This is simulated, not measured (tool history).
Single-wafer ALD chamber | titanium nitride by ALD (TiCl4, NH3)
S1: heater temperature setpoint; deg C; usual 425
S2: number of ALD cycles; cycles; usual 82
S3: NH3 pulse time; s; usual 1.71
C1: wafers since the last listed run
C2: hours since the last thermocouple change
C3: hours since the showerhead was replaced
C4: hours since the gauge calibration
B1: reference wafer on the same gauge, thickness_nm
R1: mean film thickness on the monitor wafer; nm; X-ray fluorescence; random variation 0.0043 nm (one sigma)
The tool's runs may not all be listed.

Run 1, day 0.000: usual settings but S2 70 cycles; C1 0; C2 2359.4; C3 2594.1; C4 277.1; B1 1.960. Result: R1 1.479 nm.
Run 2, day 1.454: usual settings but S3 1.24 s; C1 151; C2 2394.3; C3 2629.0; C4 312.0; B1 1.959. Result: R1 1.709 nm.
Run 3, day 2.850: usual settings; C1 144; C2 2427.8; C3 2662.5; C4 345.5; B1 1.958. Result: R1 1.736 nm.
Run 4, day 3.879: usual settings; C1 106; C2 2452.5; C3 2687.2; C4 370.2; B1 1.961. Result: R1 1.732 nm.
At day 4.704: gauge calibrated.
Run 5, day 5.283: usual settings; C1 145; C2 2486.2; C3 2720.9; C4 13.9; B1 1.961. Result: R1 1.733 nm.
Run 6, day 6.488: usual settings; C1 125; C2 2515.1; C3 2749.8; C4 42.8; B1 1.962. Result: R1 1.724 nm.
Run 7, day 7.554: usual settings; C1 110; C2 2540.7; C3 2775.4; C4 68.4; B1 1.960. Result: R1 1.729 nm.
At day 8.146: showerhead replaced.
Run 8, day 8.771: usual settings; C1 91; C2 2569.9; C3 15.0; C4 97.6; B1 1.957. Result: R1 1.731 nm.
Run 9, day 9.533: usual settings but S2 72 cycles; C1 79; C2 2588.2; C3 33.3; C4 115.9; B1 1.962. Result: R1 1.517 nm.

Forecast run 10:
Run 10, day 10.467: usual settings but S1 440 deg C; C1 96; C2 2610.6; C3 55.7; C4 138.3; B1 ?. Result: R1 ?.

B1: 1.959
R1: 1.726 nm
Without the tool's hidden state the same run would have given R1 1.726 nm.

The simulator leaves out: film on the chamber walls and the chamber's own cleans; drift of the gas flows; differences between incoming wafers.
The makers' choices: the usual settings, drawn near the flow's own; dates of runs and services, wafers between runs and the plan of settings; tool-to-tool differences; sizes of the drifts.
